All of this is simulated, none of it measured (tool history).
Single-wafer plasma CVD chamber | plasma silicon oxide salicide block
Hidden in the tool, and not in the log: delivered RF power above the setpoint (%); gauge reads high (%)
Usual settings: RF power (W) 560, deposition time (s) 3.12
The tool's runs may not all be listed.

| run | hour | RF power (W) | deposition time (s) | wafers since the last listed run | hours since the last RF generator calibration | hours since the showerhead was replaced | hours since the gauge calibration | read-back reference wafer on the same gauge, thickness_nm | mean film thickness on the monitor wafer (angstrom) |
|---|---|---|---|---|---|---|---|---|---|
| 1 | 0 | 600 | 3.12 | 0 | 616.7 | 5855.2 | 450.3 | 30.904 | 310.03 |
| 2 | 19.6 | 600 | 3.12 | 640 | 636.3 | 5874.8 | 469.9 | 30.896 | 309.08 |
| 3 | 32.8 | 600 | 3.12 | 431 | 649.5 | 5888 | 483.1 | 30.881 | 308.51 |
| 4 | 47 | 560 | 2.75 | 464 | 663.7 | 5902.2 | 497.3 | 30.908 | 267.38 |
| 5 | 82.1 | 560 | 3.38 | 1147 | 698.8 | 5937.3 | 532.4 | 30.91 | 327.76 |
| 6 | 108.1 | 560 | 3.12 | 850 | 724.8 | 5963.3 | 558.4 | 30.897 | 303.85 |
| 7 | 130.6 | 560 | 3.12 | 735 | 747.3 | 5985.8 | 580.9 | 30.888 | 302.67 |
| 8 | 161.4 | 560 | 3.12 | 1007 | 778.1 | 6016.6 | 611.7 | 30.901 | 303.47 |
| 9 | 174.5 | 560 | 3.12 | 428 | 791.2 | 6029.7 | 624.8 | 30.902 | 300.96 |
| 10 | 197.1 | 560 | 3.12 | 739 | 813.8 | 6052.3 | 647.4 | 30.89 | 302.74 |
| 11 | 229.4 | 560 | 3.12 | 1056 | 846.1 | 6084.6 | 679.7 | 30.894 | 300.36 |
| 12 | 261.2 | 560 | 3.12 | 1039 | 877.9 | 6116.4 | 711.5 | 30.907 | 302.78 |
| 13 | 282.9 | 560 | 3.12 | 709 | 899.6 | 6138.1 | 733.2 | 30.917 | 302.58 |
| 14 | 317.5 | 560 | 3.12 | 1131 | 934.2 | 6172.7 | 767.8 | 30.903 | 301.79 |
| 15 | 344.2 | 560 | 3.12 | 873 | 960.9 | 6199.4 | 794.5 | 30.899 | 302.42 |
| 16 | 367.9 | 560 | 3.12 | 775 | 984.6 | 6223.1 | 818.2 | 30.89 | 301.41 |
| 17 | 400.6 | 560 | 3.12 | 1069 | 1017.3 | 6255.8 | 850.9 | 30.893 | 302.19 |
| 18 | 420 | 560 | 3.12 | 634 | 1036.7 | 6275.2 | 870.3 | 30.895 | 301.08 |
| 19 | 454.3 | 560 | 3.12 | 1121 | 1071 | 6309.5 | 904.6 | 30.905 | 301.01 |
| 20 | 469 | 495 | 3.6 | 480 | 1085.7 | 6324.2 | 919.3 | 30.91 | 335.95 |
| 21 | 498.5 | 495 | 3.6 | 964 | 1115.2 | 6353.7 | 948.8 | 30.89 | 335.3 |
| 22 | 524.4 | 560 | 3.12 | 847 | 1141.1 | 6379.6 | 974.7 | 30.917 | 300.96 |
|  | 540.5 | showerhead replaced |
| 23 | 541 | 600 | 3.65 | 281 | 1157.7 | 0.5 | 991.3 | 30.906 | 359.7 |
| 24 | 571.2 | 455 | 3.12 | 987 | 1187.9 | 30.7 | 1021.5 | 30.897 | 283.93 |
| 25 | 597.6 | 560 | 3.12 | 863 | 1214.3 | 57.1 | 1047.9 | 30.876 | 300.1 |
| 26 | 610 | 505 | 2.87 | 405 | 1226.7 | 69.5 | 1060.3 | 30.884 | 268.21 |
| 27 | 623.1 | 560 | 3.59 | 428 | 1239.8 | 82.6 | 1073.4 | 30.892 | 345.69 |
| 28 | 655.7 | 480 | 3.63 | 1066 | 1272.4 | 115.2 | 1106 | 30.897 | 334.08 |
| 29 | 684.8 | 500 | 2.65 | 951 | 1301.5 | 144.3 | 1135.1 | 30.911 | 247.41 |
| 30 | 700.6 | 485 | 3.66 | 516 | 1317.3 | 160.1 | 1150.9 | 30.902 | 338.2 |
| 31 | 721.8 | 560 | 3.59 | 693 | 1338.5 | 181.3 | 1172.1 | 30.914 | 345.93 |
| 32 | 735.6 | 530 | 2.6 | 451 | 1352.3 | 195.1 | 1185.9 | 30.901 | 245.22 |
|  | 757.9 | gauge calibrated |
| 33 | 771.4 | 450 | 2.94 | 1170 | 1388.1 | 230.9 | 13.5 | 30.907 | 264.87 |
|  | 788.3 | RF generator calibrated |
| 34 | 788.8 | 470 | 3.39 | 307 | 0.5 | 248.3 | 30.9 | 30.888 | 315.88 |
| 35 | 808.8 | 520 | 3.56 | 654 | 20.5 | 268.3 | 50.9 | 30.897 | 339.2 |
| 36 | 830.2 | 520 | 2.63 | 699 | 41.9 | 289.7 | 72.3 | 30.892 | 251.09 |
| 37 | 865.9 | 485 | 2.74 | 1167 | 77.6 | 325.4 | 108 | 30.896 | 255.9 |
| 38 | 896.9 | 600 | 2.93 | 1013 | 108.6 | 356.4 | 139 | 30.898 | 292.32 |
| 39 | 918.4 | 560 | 2.69 | 703 | 130.1 | 377.9 | 160.5 | 30.895 | 262.39 |
| 40 | 933.9 | 525 | 3.64 | 506 | 145.6 | 393.4 | 176 | 30.909 | 347.73 |
| 41 | 967.4 | 595 | 2.68 | 1095 | 179.1 | 426.9 | 209.5 | 30.901 | 266.97 |
| 42 | 992 | 560 | 3.12 | 804 | 203.7 | 451.5 | 234.1 | 30.906 | 303.55 |
| 43 | 1009.8 | 480 | 3.37 | 582 | 221.5 | 469.3 | 251.9 | 30.899 | 313.42 |
| 44 | 1029.6 | 670 | 2.59 | 647 | 241.3 | 489.1 | 271.7 | 30.896 | 265.89 |

Forecast each of these 4 alternatives for the next run:
| A | 1030 | 560 | 3.12 | 13 | 241.7 | 489.5 | 272.1 | ? | ? |
| B | 1030 | 485 | 2.52 | 13 | 241.7 | 489.5 | 272.1 | ? | ? |
| C | 1030 | 655 | 3.38 | 13 | 241.7 | 489.5 | 272.1 | ? | ? |
| D | 1030 | 610 | 2.84 | 13 | 241.7 | 489.5 | 272.1 | ? | ? |

| run | read-back reference wafer on the same gauge, thickness_nm | mean film thickness on the monitor wafer (angstrom) |
|---|---|---|
| A | 30.909 | 303.35 |
| B | 30.909 | 234.93 |
| C | 30.909 | 344.08 |
| D | 30.909 | 283.13 |
Without the tool's hidden state the same runs would have given:
| run | mean film thickness on the monitor wafer (angstrom) |
|---|---|
| A | 303.53 |
| B | 235.07 |
| C | 344.28 |
| D | 283.3 |
